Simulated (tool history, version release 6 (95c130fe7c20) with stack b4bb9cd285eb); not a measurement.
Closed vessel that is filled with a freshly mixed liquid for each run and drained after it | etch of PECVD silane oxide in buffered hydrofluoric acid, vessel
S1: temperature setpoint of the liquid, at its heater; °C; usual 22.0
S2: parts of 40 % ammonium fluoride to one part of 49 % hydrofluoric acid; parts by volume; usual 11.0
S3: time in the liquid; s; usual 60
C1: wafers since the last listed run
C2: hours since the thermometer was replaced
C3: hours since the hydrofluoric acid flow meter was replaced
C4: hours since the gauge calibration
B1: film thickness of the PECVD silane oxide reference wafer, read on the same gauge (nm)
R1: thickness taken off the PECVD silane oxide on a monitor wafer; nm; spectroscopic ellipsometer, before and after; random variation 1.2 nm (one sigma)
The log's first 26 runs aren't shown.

{"run": 27, "hour": 310.2, "S1": 22.0, "S2": 13.5, "S3": 80, "C1": 1553, "C2": 60.6, "C3": 40.1, "C4": 248.0, "B1": 69.99, "R1": 130.61}
{"run": 28, "hour": 328.0, "S1": 26.5, "S2": 14.5, "S3": 80, "C1": 2537, "C2": 78.4, "C3": 57.9, "C4": 265.8, "B1": 70.0, "R1": 155.53}
{"run": 29, "hour": 335.6, "S1": 18.0, "S2": 7.0, "S3": 70, "C1": 1083, "C2": 86.0, "C3": 65.5, "C4": 273.4, "B1": 69.98, "R1": 169.95}
{"run": 30, "hour": 352.4, "S1": 22.0, "S2": 7.0, "S3": 90, "C1": 2394, "C2": 102.8, "C3": 82.3, "C4": 290.2, "B1": 69.99, "R1": 279.99}
{"run": 31, "hour": 360.7, "S1": 22.0, "S2": 6.5, "S3": 40, "C1": 1183, "C2": 111.1, "C3": 90.6, "C4": 298.5, "B1": 70.01, "R1": 131.18}
{"run": 32, "hour": 369.0, "S1": 23.5, "S2": 11.0, "S3": 60, "C1": 1183, "C2": 119.4, "C3": 98.9, "C4": 306.8, "B1": 69.99, "R1": 131.02}
{"run": 33, "hour": 383.9, "S1": 22.0, "S2": 7.5, "S3": 30, "C1": 2124, "C2": 134.3, "C3": 113.8, "C4": 321.7, "B1": 70.0, "R1": 85.96}
{"run": 34, "hour": 393.0, "S1": 26.0, "S2": 6.5, "S3": 90, "C1": 1297, "C2": 143.4, "C3": 122.9, "C4": 330.8, "B1": 70.0, "R1": 366.95}

Forecast each of these 3 alternatives for the next run:
{"run": "A", "hour": 393.7, "S1": 22.0, "S2": 11.0, "S3": 60, "C1": 99, "C2": 144.1, "C3": 123.6, "C4": 331.5, "B1": "?", "R1": "?"}
{"run": "B", "hour": 393.7, "S1": 22.0, "S2": 11.0, "S3": 30, "C1": 99, "C2": 144.1, "C3": 123.6, "C4": 331.5, "B1": "?", "R1": "?"}
{"run": "C", "hour": 393.7, "S1": 24.0, "S2": 11.0, "S3": 90, "C1": 99, "C2": 144.1, "C3": 123.6, "C4": 331.5, "B1": "?", "R1": "?"}

run=A B1=70.02 R1=118.56
run=B B1=70.02 R1=59.28
run=C B1=70.02 R1=198.48
Without the tool's hidden state the same runs would have given:
run=A R1=118.56
run=B R1=59.28
run=C R1=198.48
